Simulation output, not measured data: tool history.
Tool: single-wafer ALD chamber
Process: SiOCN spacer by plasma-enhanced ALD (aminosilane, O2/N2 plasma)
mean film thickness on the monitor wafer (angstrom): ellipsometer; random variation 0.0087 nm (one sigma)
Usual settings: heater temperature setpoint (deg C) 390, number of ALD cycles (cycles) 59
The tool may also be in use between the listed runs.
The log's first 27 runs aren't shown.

run,hour,heater temperature setpoint (deg C),number of ALD cycles (cycles),"read-back reference wafer on the same gauge, thickness_nm",mean film thickness on the monitor wafer (angstrom)
28,394.1,394,47,3.229,27.71
29,410.9,382,59,3.228,34.62
30,428.5,402,50,3.225,29.4
31,435.2,390,59,3.226,34.71
32,452.3,390,59,3.224,34.72
33,460.8,380,67,3.221,39.31
34,470,390,59,3.219,34.62
35,480.8,390,59,3.219,34.56

4 ways to go on from here, each from the tool as it stands after run 35. What would each give?
A,481.3,403,59,?,?
B,481.3,390,63,?,?
C,481.3,400,52,?,?
D,481.3,385,54,?,?

run,"read-back reference wafer on the same gauge, thickness_nm",mean film thickness on the monitor wafer (angstrom)
A,3.218,34.37
B,3.218,36.86
C,3.218,30.43
D,3.218,31.6
Without the tool's hidden state the same runs would have given:
run,mean film thickness on the monitor wafer (angstrom)
A,34.49
B,36.99
C,30.53
D,31.7
